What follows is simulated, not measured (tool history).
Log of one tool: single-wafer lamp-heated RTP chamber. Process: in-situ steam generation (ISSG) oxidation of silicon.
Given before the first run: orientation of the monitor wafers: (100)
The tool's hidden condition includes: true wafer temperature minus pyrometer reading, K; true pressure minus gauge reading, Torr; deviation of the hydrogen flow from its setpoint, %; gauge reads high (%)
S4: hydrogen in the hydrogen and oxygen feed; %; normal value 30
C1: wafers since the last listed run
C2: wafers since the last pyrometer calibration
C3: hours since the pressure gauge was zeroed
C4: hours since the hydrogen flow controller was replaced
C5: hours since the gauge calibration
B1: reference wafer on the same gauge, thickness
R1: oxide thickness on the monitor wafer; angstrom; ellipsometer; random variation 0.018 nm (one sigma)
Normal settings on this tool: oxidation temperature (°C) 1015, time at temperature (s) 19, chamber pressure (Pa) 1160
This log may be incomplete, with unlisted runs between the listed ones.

{"run": 1, "hour": 0.0, "oxidation temperature (°C)": 1015, "time at temperature (s)": 19, "chamber pressure (Pa)": 1093, "S4": 30, "C1": 0, "C2": 4404, "C3": 2735.2, "C4": 2673, "C5": 300.4, "B1": 5.109, "R1": 64.39}
{"run": 2, "hour": 13.5, "oxidation temperature (°C)": 1015, "time at temperature (s)": 19, "chamber pressure (Pa)": 1093, "S4": 30, "C1": 119, "C2": 4523, "C3": 2748.7, "C4": 2686.5, "C5": 313.9, "B1": 5.11, "R1": 64.58}
{"run": 3, "hour": 29.4, "oxidation temperature (°C)": 1015, "time at temperature (s)": 19, "chamber pressure (Pa)": 1160, "S4": 30, "C1": 140, "C2": 4664, "C3": 2764.6, "C4": 2702.4, "C5": 329.8, "B1": 5.11, "R1": 63.92}
{"run": 4, "hour": 46.4, "oxidation temperature (°C)": 1015, "time at temperature (s)": 19, "chamber pressure (Pa)": 1160, "S4": 30, "C1": 150, "C2": 4814, "C3": 2781.6, "C4": 2719.4, "C5": 346.8, "B1": 5.112, "R1": 64.01}
{"run": 5, "hour": 62.0, "oxidation temperature (°C)": 1015, "time at temperature (s)": 19, "chamber pressure (Pa)": 1160, "S4": 30, "C1": 137, "C2": 4951, "C3": 2797.2, "C4": 2735, "C5": 362.4, "B1": 5.111, "R1": 64.12}
{"run": 6, "hour": 73.7, "oxidation temperature (°C)": 1015, "time at temperature (s)": 19, "chamber pressure (Pa)": 1160, "S4": 30, "C1": 103, "C2": 5055, "C3": 2808.9, "C4": 2746.7, "C5": 374.1, "B1": 5.11, "R1": 64.14}
{"run": 7, "hour": 87.3, "oxidation temperature (°C)": 1015, "time at temperature (s)": 19, "chamber pressure (Pa)": 1160, "S4": 30, "C1": 120, "C2": 5175, "C3": 2822.5, "C4": 2760.3, "C5": 387.7, "B1": 5.107, "R1": 64.01}
{"run": 8, "hour": 105.3, "oxidation temperature (°C)": 1025, "time at temperature (s)": 19, "chamber pressure (Pa)": 1053, "S4": 30, "C1": 158, "C2": 5334, "C3": 2840.5, "C4": 2778.3, "C5": 405.7, "B1": 5.108, "R1": 67.65}
{"run": 9, "hour": 113.5, "oxidation temperature (°C)": 1015, "time at temperature (s)": 19, "chamber pressure (Pa)": 1160, "S4": 30, "C1": 72, "C2": 5406, "C3": 2848.7, "C4": 2786.5, "C5": 413.9, "B1": 5.11, "R1": 64.12}
{"hour": 139.1, "done": "hydrogen flow controller replaced"}
{"run": 10, "hour": 156.0, "oxidation temperature (°C)": 999, "time at temperature (s)": 11, "chamber pressure (Pa)": 1160, "S4": 32, "C1": 304, "C2": 5710, "C3": 2891.2, "C4": 16.9, "C5": 456.4, "B1": 5.109, "R1": 48.02}
{"run": 11, "hour": 163.5, "oxidation temperature (°C)": 1015, "time at temperature (s)": 19, "chamber pressure (Pa)": 1160, "S4": 30, "C1": 66, "C2": 5777, "C3": 2898.7, "C4": 24.4, "C5": 463.9, "B1": 5.105, "R1": 64.08}
{"run": 12, "hour": 174.6, "oxidation temperature (°C)": 1002, "time at temperature (s)": 26, "chamber pressure (Pa)": 1240, "S4": 23, "C1": 97, "C2": 5875, "C3": 2909.8, "C4": 35.5, "C5": 475, "B1": 5.109, "R1": 65.4}
{"run": 13, "hour": 188.9, "oxidation temperature (°C)": 1015, "time at temperature (s)": 14, "chamber pressure (Pa)": 1213, "S4": 30, "C1": 126, "C2": 6001, "C3": 2924.1, "C4": 49.8, "C5": 489.3, "B1": 5.114, "R1": 55.42}
{"run": 14, "hour": 200.8, "oxidation temperature (°C)": 1008, "time at temperature (s)": 19, "chamber pressure (Pa)": 1160, "S4": 30, "C1": 105, "C2": 6106, "C3": 2936, "C4": 61.7, "C5": 501.2, "B1": 5.11, "R1": 62.25}
{"run": 15, "hour": 213.7, "oxidation temperature (°C)": 1015, "time at temperature (s)": 19, "chamber pressure (Pa)": 1160, "S4": 30, "C1": 113, "C2": 6220, "C3": 2948.9, "C4": 74.6, "C5": 514.1, "B1": 5.112, "R1": 64.14}
{"run": 16, "hour": 223.5, "oxidation temperature (°C)": 1015, "time at temperature (s)": 19, "chamber pressure (Pa)": 1160, "S4": 30, "C1": 86, "C2": 6306, "C3": 2958.7, "C4": 84.4, "C5": 523.9, "B1": 5.111, "R1": 64.34}
{"run": 17, "hour": 230.8, "oxidation temperature (°C)": 1015, "time at temperature (s)": 19, "chamber pressure (Pa)": 1160, "S4": 24, "C1": 64, "C2": 6371, "C3": 2966, "C4": 91.7, "C5": 531.2, "B1": 5.106, "R1": 60.61}
{"hour": 242.1, "done": "gauge calibrated"}
{"run": 18, "hour": 268.0, "oxidation temperature (°C)": 998, "time at temperature (s)": 19, "chamber pressure (Pa)": 1160, "S4": 24, "C1": 328, "C2": 6699, "C3": 3003.2, "C4": 128.9, "C5": 25.9, "B1": 5.112, "R1": 56.52}
{"hour": 285.1, "done": "pyrometer window cleaned and pyrometer calibrated"}
{"hour": 291.1, "done": "pressure gauge zeroed"}
{"run": 19, "hour": 297.9, "oxidation temperature (°C)": 1008, "time at temperature (s)": 22, "chamber pressure (Pa)": 1227, "S4": 22, "C1": 140, "C2": 60, "C3": 6.8, "C4": 158.8, "C5": 55.8, "B1": 5.109, "R1": 59.57}

Estimate the outcome of run 20 from the log above:
{"run": 20, "hour": 306.5, "oxidation temperature (°C)": 1015, "time at temperature (s)": 19, "chamber pressure (Pa)": 1160, "S4": 30, "C1": 75, "C2": 136, "C3": 15.4, "C4": 167.4, "C5": 64.4, "B1": "?", "R1": "?"}

B1: 5.113
R1: 61.82 angstrom
On a tool with no hidden condition, and with the same random variation, this run would have come out at R1 61.6 angstrom.
